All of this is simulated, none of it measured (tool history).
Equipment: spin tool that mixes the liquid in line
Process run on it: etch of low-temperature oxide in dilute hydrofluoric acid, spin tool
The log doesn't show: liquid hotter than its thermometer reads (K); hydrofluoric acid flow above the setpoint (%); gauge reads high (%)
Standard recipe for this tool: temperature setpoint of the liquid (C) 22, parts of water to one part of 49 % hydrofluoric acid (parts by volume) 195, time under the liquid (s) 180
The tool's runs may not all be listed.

run	day	temperature setpoint of the liquid (C)	parts of water to one part of 49 % hydrofluoric acid (parts by volume)	time under the liquid (s)	wafers since the last listed run	hours since the thermometer was replaced	hours since the hydrofluoric acid flow meter was replaced	hours since the gauge calibration	read-back film thickness of the low-temperature oxide reference wafer, read on the same gauge (nm)	thickness taken off the low-temperature oxide on a monitor wafer (nm)
1	0	22	195	180	0	1299	1095	91.1	49.96	11.89
2	0.583	22	195	180	137	1313	1109	105.1	49.96	11.95
3	0.983	24.5	160	180	94	1322.6	1118.6	114.7	49.99	16.62
4	1.642	22	195	140	155	1338.4	1134.4	130.5	49.99	9.34
5	2.338	22	195	140	164	1355.1	1151.1	147.2	49.98	9.41
6	2.817	22	195	150	112	1366.6	1162.6	158.7	50.04	10.02
7	3.125	22	195	150	72	1374	1170	166.1	50.04	10.01
8	3.571	22	195	150	105	1384.7	1180.7	176.8	49.95	10.01
9	3.933	22	195	180	85	1393.4	1189.4	185.5	50.02	12.1
10	4.317	22	195	180	90	1402.6	1198.6	194.7	50.04	12.12
11	4.812	18.5	270	180	116	1414.5	1210.5	206.6	50.01	7.16
12	5.55	18.5	270	180	173	1432.2	1228.2	224.3	50.02	7.2
13	5.862	22	195	180	73	1439.7	1235.7	231.8	49.97	12.24
14	6.321	22	285	255	108	1450.7	1246.7	242.8	49.99	10.88
15	7.042	22	95	240	169	1468	1264	260.1	50	37.26
16	7.421	19.5	230	220	89	1477.1	1273.1	269.2	49.98	11.21
17	7.812	22	195	180	92	1486.5	1282.5	278.6	50	12.24
# day 7.925: gauge calibrated
18	8.229	18.5	195	80	98	1496.5	1292.5	7.3	49.98	4.8
# day 8.725: hydrofluoric acid flow meter replaced
19	8.858	22	195	180	138	1511.6	3.2	22.4	49.99	10.44
20	9.604	22	195	230	175	1529.5	21.1	40.3	49.97	13.34
# day 10.1: thermometer replaced
21	10.138	24.5	115	255	115	0.9	33.9	53.1	49.99	27.82
22	10.504	22	195	180	86	9.7	42.7	61.9	49.97	9.67
23	11.217	22	195	180	167	26.8	59.8	79	50.02	9.64
24	11.65	22	195	180	102	37.2	70.2	89.4	50.03	9.66
25	11.992	25	245	140	80	45.4	78.4	97.6	50.02	6.37
26	12.458	22	195	180	109	56.6	89.6	108.8	49.99	9.74
27	12.729	20.5	110	90	63	63.1	96.1	115.3	50	8.91

What the log doesn't show, run by run:
gauge reads high (%): 0 on each run
H1: liquid hotter than its thermometer reads (K)
H2: hydrofluoric acid flow above the setpoint (%)
run	H1	H2
1	2.03	12.8
2	2.05	13
3	2.06	13.1
4	2.08	13.2
5	2.11	13.4
6	2.12	13.5
7	2.13	13.6
8	2.15	13.7
9	2.16	13.8
10	2.17	13.9
11	2.19	14
12	2.21	14.2
13	2.23	14.3
14	2.24	14.4
15	2.27	14.6
16	2.28	14.7
17	2.29	14.7
18	2.31	14.9
19	2.33	0.304
20	2.35	0.486
21	0.0294	0.615
22	0.0418	0.705
23	0.0659	0.878
24	0.0805	0.983
25	0.0921	1.07
26	0.108	1.18
27	0.117	1.25
